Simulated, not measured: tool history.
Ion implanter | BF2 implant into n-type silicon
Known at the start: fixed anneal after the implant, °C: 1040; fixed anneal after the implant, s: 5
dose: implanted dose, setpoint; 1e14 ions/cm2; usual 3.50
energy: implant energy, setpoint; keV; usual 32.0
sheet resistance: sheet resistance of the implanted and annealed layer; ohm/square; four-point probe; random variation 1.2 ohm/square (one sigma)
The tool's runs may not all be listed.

run,hour,dose,energy,wafers since the last listed run,hours since the last dose calibration,hours since the extraction supply was calibrated,hours since the gauge calibration,"read-back reference wafer on the same gauge, sheet resistance",sheet resistance
1,0.0,3.50,28.5,0,297.1,5164.4,135.1,265.16,330.71
2,61.4,3.50,32.0,1161,358.5,5225.8,196.5,264.90,328.64
3,126.3,3.50,32.0,1227,423.4,5290.7,261.4,265.24,328.62
4,168.9,3.50,32.0,805,466.0,5333.3,304.0,264.97,326.73
5,230.1,3.50,32.0,1157,527.2,5394.5,365.2,265.37,327.79
6,301.7,3.50,39.5,1354,598.8,5466.1,436.8,265.53,320.88
7,369.3,3.50,39.5,1278,666.4,5533.7,504.4,265.39,321.80
8,421.0,3.15,39.5,977,718.1,5585.4,556.1,265.51,350.89
# hour 492.3: Faraday cup replaced and dose calibrated
9,553.9,3.15,39.5,2362,61.6,5718.3,689.0,266.05,352.40
10,605.2,3.50,35.0,970,112.9,5769.6,740.3,266.13,325.58
11,638.8,3.50,35.0,635,146.5,5803.2,773.9,266.06,325.42
12,701.7,3.50,35.0,1189,209.4,5866.1,836.8,265.91,326.02
# hour 735.0: extraction supply calibrated
13,773.0,3.50,32.0,1197,280.7,38.0,908.1,266.29,326.26
14,830.9,2.79,32.0,1095,338.6,95.9,966.0,266.51,401.44
15,861.6,2.79,32.0,580,369.3,126.6,996.7,266.84,400.28
16,885.9,3.50,32.0,459,393.6,150.9,1021.0,266.98,328.02
17,910.5,4.23,25.0,465,418.2,175.5,1045.6,267.22,290.74
18,949.6,3.50,32.0,739,457.3,214.6,1084.7,267.42,329.96
19,1000.2,3.50,32.0,957,507.9,265.2,1135.3,267.40,331.07
20,1067.0,2.70,36.5,1263,574.7,332.0,1202.1,267.61,406.35
21,1093.3,4.02,24.0,497,601.0,358.3,1228.4,267.51,301.49
22,1124.7,4.01,29.0,593,632.4,389.7,1259.8,268.09,298.34
23,1195.6,2.84,36.0,1341,703.3,460.6,1330.7,268.31,391.19
24,1236.4,4.19,36.5,771,744.1,501.4,1371.5,268.26,279.38
# hour 1271.7: Faraday cup replaced and dose calibrated
25,1302.7,4.34,32.0,1102,31.0,567.7,1437.8,268.64,276.73
26,1371.1,3.50,32.0,1293,99.4,636.1,1506.2,269.26,333.01
27,1421.3,2.75,38.5,949,149.6,686.3,1556.4,269.55,399.24
# hour 1449.4: gauge calibrated
28,1462.5,4.24,25.0,779,190.8,727.5,13.1,266.17,289.46
29,1525.1,2.93,32.0,1184,253.4,790.1,75.7,265.52,382.37
30,1584.6,4.34,32.0,1125,312.9,849.6,135.2,266.12,272.62
31,1629.8,4.35,38.5,854,358.1,894.8,180.4,265.80,267.66
32,1699.0,3.50,36.0,1308,427.3,964.0,249.6,265.93,325.19
33,1766.8,3.23,32.0,1282,495.1,1031.8,317.4,266.16,352.76
34,1824.6,3.50,39.5,1093,552.9,1089.6,375.2,266.20,319.98
35,1850.6,3.50,32.0,491,578.9,1115.6,401.2,266.14,329.91
36,1909.8,3.50,32.0,1119,638.1,1174.8,460.4,266.30,330.35
37,1935.7,3.86,37.5,489,664.0,1200.7,486.3,266.08,296.52

Some steps in sheet resistance between neighbouring runs. How much of each would the tool show without its hidden state too (settings, what came in, random variation), and how much is left for the hidden state, with any gauge scatter that isn't in both results?
The hidden state here: deviation of the true dose from the Faraday cup's reading, %; deviation of the true energy from its setpoint, %; gauge reads high (%).
Run 22 -> 23: dose 4.01 -> 2.84, energy 29.0 -> 36.0. sheet resistance +92.85 ohm/square: hidden state +1.17, all else +91.68.
Run 23 -> 24: dose 2.84 -> 4.19, energy 36.0 -> 36.5. sheet resistance -111.81 ohm/square: hidden state -0.73, all else -111.08.
Run 26 -> 27: dose 3.50 -> 2.75, energy 32.0 -> 38.5. sheet resistance +66.23 ohm/square: hidden state +1.21, all else +65.02.
Run 27 -> 28: dose 2.75 -> 4.24, energy 38.5 -> 25.0, gauge calibrated. sheet resistance -109.78 ohm/square: hidden state -5.22, all else -104.56.
Run 29 -> 30: dose 2.93 -> 4.34. sheet resistance -109.75 ohm/square: hidden state +0.03, all else -109.78.
